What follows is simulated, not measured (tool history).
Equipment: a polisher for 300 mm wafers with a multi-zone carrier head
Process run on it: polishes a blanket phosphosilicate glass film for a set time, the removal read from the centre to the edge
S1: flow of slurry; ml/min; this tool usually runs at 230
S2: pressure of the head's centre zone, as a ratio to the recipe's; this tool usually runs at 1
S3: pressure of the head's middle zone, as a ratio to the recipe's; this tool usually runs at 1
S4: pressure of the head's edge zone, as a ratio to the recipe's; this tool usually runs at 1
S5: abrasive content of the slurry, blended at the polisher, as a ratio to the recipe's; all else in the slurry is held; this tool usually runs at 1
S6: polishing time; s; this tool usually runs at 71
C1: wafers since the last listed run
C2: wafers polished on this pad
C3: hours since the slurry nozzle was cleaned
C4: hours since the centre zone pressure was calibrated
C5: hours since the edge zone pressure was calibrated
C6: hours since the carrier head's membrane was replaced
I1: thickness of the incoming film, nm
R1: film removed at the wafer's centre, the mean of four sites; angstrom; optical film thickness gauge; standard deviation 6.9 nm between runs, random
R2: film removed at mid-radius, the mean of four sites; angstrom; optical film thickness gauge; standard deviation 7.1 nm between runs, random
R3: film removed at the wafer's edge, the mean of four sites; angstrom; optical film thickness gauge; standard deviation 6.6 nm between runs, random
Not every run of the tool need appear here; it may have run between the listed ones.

run 1 hour=0 | S1=230 S2=1 S3=1 S4=1.09 S5=1.2 S6=71 | C1=0 C2=1294 C3=201.7 C4=817.3 C5=470 C6=400.8 | I1=2699.4 | R1=5697 R2=5941 R3=5793
run 2 hour=107.4 | S1=230 S2=1 S3=1.05 S4=1.08 S5=1 S6=71 | C1=872 C2=2166 C3=309.1 C4=924.7 C5=577.4 C6=508.2 | I1=2690.3 | R1=5204 R2=5733 R3=5402
run 3 hour=206.8 | S1=175 S2=0.88 S3=0.94 S4=1 S5=1 S6=57 | C1=807 C2=2974 C3=408.5 C4=1024.1 C5=676.8 C6=607.6 | I1=2676.7 | R1=3519 R2=3895 R3=3910
-- hour=224.7 edge zone pressure recalibrated
run 4 hour=257.1 | S1=230 S2=1 S3=1 S4=1 S5=0.8 S6=71 | C1=392 C2=3366 C3=458.8 C4=1074.4 C5=32.4 C6=657.9 | I1=2718.8 | R1=4807 R2=5128 R3=4766
-- hour=313.8 centre zone pressure recalibrated
run 5 hour=326.3 | S1=310 S2=1 S3=1.1 S4=1 S5=1.1 S6=55 | C1=545 C2=3912 C3=528 C4=12.5 C5=101.6 C6=727.1 | I1=2715.1 | R1=4470 R2=4795 R3=4193
run 6 hour=374.7 | S1=230 S2=0.94 S3=1 S4=1 S5=1.1 S6=71 | C1=393 C2=4305 C3=576.4 C4=60.9 C5=150 C6=775.5 | I1=2656 | R1=5075 R2=5594 R3=5305
run 7 hour=431.7 | S1=230 S2=1 S3=1 S4=1 S5=1 S6=71 | C1=463 C2=4768 C3=633.4 C4=117.9 C5=207 C6=832.5 | I1=2688.9 | R1=5078 R2=5323 R3=4987
-- hour=474.5 slurry nozzle cleaned
run 8 hour=477.7 | S1=230 S2=1 S3=1 S4=1 S5=0.8 S6=88 | C1=365 C2=5134 C3=3.2 C4=163.9 C5=253 C6=878.5 | I1=2669 | R1=6176 R2=6381 R3=5986
-- hour=566.8 worn pad replaced by a new one
run 9 hour=582.2 | S1=230 S2=1 S3=0.95 S4=1 S5=1 S6=71 | C1=816 C2=125 C3=107.7 C4=268.4 C5=357.5 C6=983 | I1=2721 | R1=5417 R2=5267 R3=5227
-- hour=808.1 carrier head's membrane replaced by a new one
run 10 hour=896.4 | S1=230 S2=1.04 S3=1 S4=1 S5=1 S6=86 | C1=2511 C2=2636 C3=421.9 C4=582.6 C5=671.7 C6=88.3 | I1=2721.4 | R1=6839 R2=6528 R3=6280
-- hour=930.7 edge zone pressure recalibrated
run 11 hour=954.7 | S1=230 S2=1 S3=1 S4=0.95 S5=0.85 S6=79 | C1=457 C2=3094 C3=480.2 C4=640.9 C5=24 C6=146.6 | I1=2679.7 | R1=5619 R2=5653 R3=5319
run 12 hour=1012.6 | S1=230 S2=1 S3=1 S4=1 S5=1 S6=71 | C1=470 C2=3564 C3=538.1 C4=698.8 C5=81.9 C6=204.5 | I1=2682.1 | R1=5184 R2=5376 R3=5114
-- hour=1129.2 slurry nozzle cleaned
-- hour=1166.9 worn pad replaced by a new one
run 13 hour=1304.1 | S1=230 S2=1 S3=0.89 S4=1 S5=1 S6=71 | C1=2327 C2=1114 C3=174.9 C4=990.3 C5=373.4 C6=496 | I1=2682.2 | R1=5363 R2=5067 R3=5316
run 14 hour=1402.3 | S1=230 S2=1 S3=1 S4=1 S5=1 S6=71 | C1=797 C2=1912 C3=273.1 C4=1088.5 C5=471.6 C6=594.2 | I1=2665 | R1=5307 R2=5403 R3=5215
run 15 hour=1499.7 | S1=230 S2=1 S3=1 S4=1 S5=1 S6=71 | C1=791 C2=2703 C3=370.5 C4=1185.9 C5=569 C6=691.6 | I1=2710.4 | R1=5327 R2=5433 R3=5374
-- hour=1520 centre zone pressure recalibrated
run 16 hour=1574.5 | S1=230 S2=1 S3=0.96 S4=1 S5=0.75 S6=71 | C1=591 C2=3294 C3=445.3 C4=54.5 C5=643.8 C6=766.4 | I1=2722.5 | R1=4715 R2=4731 R3=4802
-- hour=1605 edge zone pressure recalibrated
run 17 hour=1616.2 | S1=230 S2=0.94 S3=1 S4=1 S5=1 S6=71 | C1=322 C2=3617 C3=487 C4=96.2 C5=11.2 C6=808.1 | I1=2691.6 | R1=5001 R2=5348 R3=5156
run 18 hour=1707 | S1=150 S2=1 S3=1.07 S4=1 S5=1 S6=49 | C1=737 C2=4355 C3=577.8 C4=187 C5=102 C6=898.9 | I1=2670.8 | R1=3210 R2=3621 R3=3371
run 19 hour=1750.2 | S1=295 S2=1.08 S3=1.04 S4=1 S5=0.9 S6=71 | C1=350 C2=4706 C3=621 C4=230.2 C5=145.2 C6=942.1 | I1=2718.7 | R1=5579 R2=5417 R3=5043
-- hour=1782.5 worn pad replaced by a new one
-- hour=1808.5 slurry nozzle cleaned
run 20 hour=1849 | S1=230 S2=0.94 S3=1 S4=1 S5=1.1 S6=71 | C1=762 C2=531 C3=40.5 C4=329 C5=244 C6=1040.9 | I1=2664.1 | R1=5159 R2=5759 R3=5353
run 21 hour=1915.8 | S1=230 S2=1.11 S3=1 S4=0.89 S5=0.85 S6=71 | C1=542 C2=1074 C3=107.3 C4=395.8 C5=310.8 C6=1107.7 | I1=2690 | R1=5652 R2=5130 R3=4699

Describe how what the log doesn't record of the tool's condition differs between the last listed run preceding each entry between runs and the first listed run following it.
From run 3 to run 4: edge zone pressure recalibrated (hour 224.7)
  slurry flow missing at the pad, %: 13 -> 15.3
  measured value less the no-hidden-state value, R1: -114 -> -138 angstrom; R2: -111 -> -132 angstrom; R3: -80 -> -91 angstrom
From run 4 to run 5: centre zone pressure recalibrated (hour 313.8)
  slurry flow missing at the pad, %: 15.3 -> 18.8
  measured value less the no-hidden-state value, R1: -138 -> -120 angstrom; R2: -132 -> -115 angstrom; R3: -91 -> -76 angstrom
From run 7 to run 8: slurry nozzle cleaned (hour 474.5)
  slurry flow missing at the pad, %: 25.1 -> 1.14
  measured value less the no-hidden-state value, R1: -277 -> -11 angstrom; R2: -260 -> -10 angstrom; R3: -178 -> -7 angstrom
From run 8 to run 9: worn pad replaced by a new one (hour 566.8)
  slurry flow missing at the pad, %: 1.14 -> 1.73
  measured value less the no-hidden-state value, R1: -11 -> -14 angstrom; R2: -10 -> -13 angstrom; R3: -7 -> -9 angstrom
From run 9 to run 10: carrier head's membrane replaced by a new one (hour 808.1)
  slurry flow missing at the pad, %: 1.73 -> 10.3
  measured value less the no-hidden-state value, R1: -14 -> -123 angstrom; R2: -13 -> -105 angstrom; R3: -9 -> -75 angstrom
From run 10 to run 11: edge zone pressure recalibrated (hour 930.7)
  slurry flow missing at the pad, %: 10.3 -> 13
  measured value less the no-hidden-state value, R1: -123 -> -132 angstrom; R2: -105 -> -119 angstrom; R3: -75 -> -83 angstrom
From run 12 to run 13: slurry nozzle cleaned (hour 1129.2); worn pad replaced by a new one (hour 1166.9)
  slurry flow missing at the pad, %: 16 -> 2.8
  measured value less the no-hidden-state value, R1: -157 -> -24 angstrom; R2: -146 -> -21 angstrom; R3: -102 -> -16 angstrom
From run 15 to run 16: centre zone pressure recalibrated (hour 1520)
  slurry flow missing at the pad, %: 8.27 -> 11.4
  measured value less the no-hidden-state value, R1: -75 -> -95 angstrom; R2: -68 -> -85 angstrom; R3: -50 -> -65 angstrom
From run 16 to run 17: edge zone pressure recalibrated (hour 1605)
  slurry flow missing at the pad, %: 11.4 -> 13.4
  measured value less the no-hidden-state value, R1: -95 -> -122 angstrom; R2: -85 -> -117 angstrom; R3: -65 -> -84 angstrom
From run 19 to run 20: worn pad replaced by a new one (hour 1782.5); slurry nozzle cleaned (hour 1808.5)
  slurry flow missing at the pad, %: 21 -> 3.14
  measured value less the no-hidden-state value, R1: -182 -> -26 angstrom; R2: -159 -> -26 angstrom; R3: -111 -> -18 angstrom
